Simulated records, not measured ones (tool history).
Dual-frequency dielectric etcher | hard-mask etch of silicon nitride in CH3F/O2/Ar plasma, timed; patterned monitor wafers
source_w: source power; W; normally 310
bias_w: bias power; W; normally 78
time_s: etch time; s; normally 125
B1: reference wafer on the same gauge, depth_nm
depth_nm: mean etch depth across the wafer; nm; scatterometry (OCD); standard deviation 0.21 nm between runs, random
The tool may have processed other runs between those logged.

{"run": 1, "hour": 0.0, "source_w": 310, "bias_w": 78, "time_s": 125, "B1": 92.9, "depth_nm": 90.3}
{"run": 2, "hour": 9.3, "source_w": 310, "bias_w": 78, "time_s": 125, "B1": 92.9, "depth_nm": 90.4}
{"run": 3, "hour": 22.5, "source_w": 310, "bias_w": 78, "time_s": 151, "B1": 93, "depth_nm": 108.7}
{"run": 4, "hour": 40.0, "source_w": 310, "bias_w": 78, "time_s": 151, "B1": 92.9, "depth_nm": 108.8}
{"run": 5, "hour": 54.6, "source_w": 310, "bias_w": 78, "time_s": 151, "B1": 92.9, "depth_nm": 108.9}
{"run": 6, "hour": 90.8, "source_w": 310, "bias_w": 78, "time_s": 96.5, "B1": 92.9, "depth_nm": 69.6}
{"run": 7, "hour": 107.1, "source_w": 310, "bias_w": 78, "time_s": 96.5, "B1": 92.9, "depth_nm": 69.7}
{"run": 8, "hour": 143.1, "source_w": 340, "bias_w": 78, "time_s": 125, "B1": 92.9, "depth_nm": 94.4}
{"run": 9, "hour": 143.5, "source_w": 340, "bias_w": 78, "time_s": 125, "B1": 92.8, "depth_nm": 93.6}
{"run": 10, "hour": 143.8, "source_w": 340, "bias_w": 78, "time_s": 125, "B1": 92.9, "depth_nm": 94.2}
{"run": 11, "hour": 146.6, "source_w": 310, "bias_w": 78, "time_s": 125, "B1": 92.9, "depth_nm": 90.1}
{"run": 12, "hour": 155.9, "source_w": 310, "bias_w": 78, "time_s": 112.5, "B1": 92.9, "depth_nm": 81.3}
{"run": 13, "hour": 169.3, "source_w": 310, "bias_w": 78, "time_s": 125, "B1": 93, "depth_nm": 90.1}
{"run": 14, "hour": 184.8, "source_w": 310, "bias_w": 78, "time_s": 125, "B1": 92.9, "depth_nm": 90.2}
{"run": 15, "hour": 198.7, "source_w": 330, "bias_w": 72, "time_s": 145, "B1": 92.9, "depth_nm": 104}
{"run": 16, "hour": 215.0, "source_w": 310, "bias_w": 86, "time_s": 158, "B1": 92.9, "depth_nm": 119.6}
{"run": 17, "hour": 231.1, "source_w": 310, "bias_w": 72, "time_s": 125, "B1": 92.9, "depth_nm": 86.7}
{"run": 18, "hour": 260.2, "source_w": 310, "bias_w": 78, "time_s": 125, "B1": 92.9, "depth_nm": 90.2}
{"run": 19, "hour": 260.6, "source_w": 230, "bias_w": 71, "time_s": 125, "B1": 92.9, "depth_nm": 74.1}
{"run": 20, "hour": 264.4, "source_w": 310, "bias_w": 66, "time_s": 155, "B1": 92.9, "depth_nm": 102.5}
{"run": 21, "hour": 275.0, "source_w": 310, "bias_w": 66, "time_s": 125, "B1": 92.9, "depth_nm": 82.6}
{"run": 22, "hour": 290.5, "source_w": 310, "bias_w": 70, "time_s": 125, "B1": 93, "depth_nm": 84.9}
{"run": 23, "hour": 303.3, "source_w": 310, "bias_w": 98, "time_s": 107, "B1": 92.9, "depth_nm": 86.5}
{"run": 24, "hour": 313.2, "source_w": 240, "bias_w": 92, "time_s": 99.5, "B1": 92.8, "depth_nm": 68.5}
{"run": 25, "hour": 321.3, "source_w": 330, "bias_w": 78, "time_s": 142, "B1": 92.9, "depth_nm": 105.1}
{"run": 26, "hour": 335.7, "source_w": 310, "bias_w": 78, "time_s": 151, "B1": 92.9, "depth_nm": 108.8}
{"run": 27, "hour": 349.2, "source_w": 310, "bias_w": 78, "time_s": 125, "B1": 92.9, "depth_nm": 90.2}
{"run": 28, "hour": 360.0, "source_w": 310, "bias_w": 65, "time_s": 125, "B1": 92.9, "depth_nm": 82}
{"run": 29, "hour": 374.4, "source_w": 310, "bias_w": 78, "time_s": 96.5, "B1": 92.8, "depth_nm": 69.4}
{"run": 30, "hour": 405.0, "source_w": 310, "bias_w": 78, "time_s": 125, "B1": 92.9, "depth_nm": 89.8}
{"run": 31, "hour": 418.4, "source_w": 310, "bias_w": 62, "time_s": 103.5, "B1": 92.9, "depth_nm": 66.2}

Not shown here: 5 entries made in the log between runs. Locate each between two listed runs and compare the hidden state at the listed run before it with the hidden state at the listed run after it:
From run 6 to run 7: source power generator calibrated (hour 102.1)
  the hidden state is the same at both runs
From run 7 to run 8: upper electrode replaced (hour 142.6)
  the hidden state is the same at both runs
From run 17 to run 18: gauge calibrated (hour 244.7); wet clean of the chamber (hour 259.7)
  the hidden state is the same at both runs
From run 21 to run 22: bias power generator calibrated (hour 287.1)
  the hidden state is the same at both runs

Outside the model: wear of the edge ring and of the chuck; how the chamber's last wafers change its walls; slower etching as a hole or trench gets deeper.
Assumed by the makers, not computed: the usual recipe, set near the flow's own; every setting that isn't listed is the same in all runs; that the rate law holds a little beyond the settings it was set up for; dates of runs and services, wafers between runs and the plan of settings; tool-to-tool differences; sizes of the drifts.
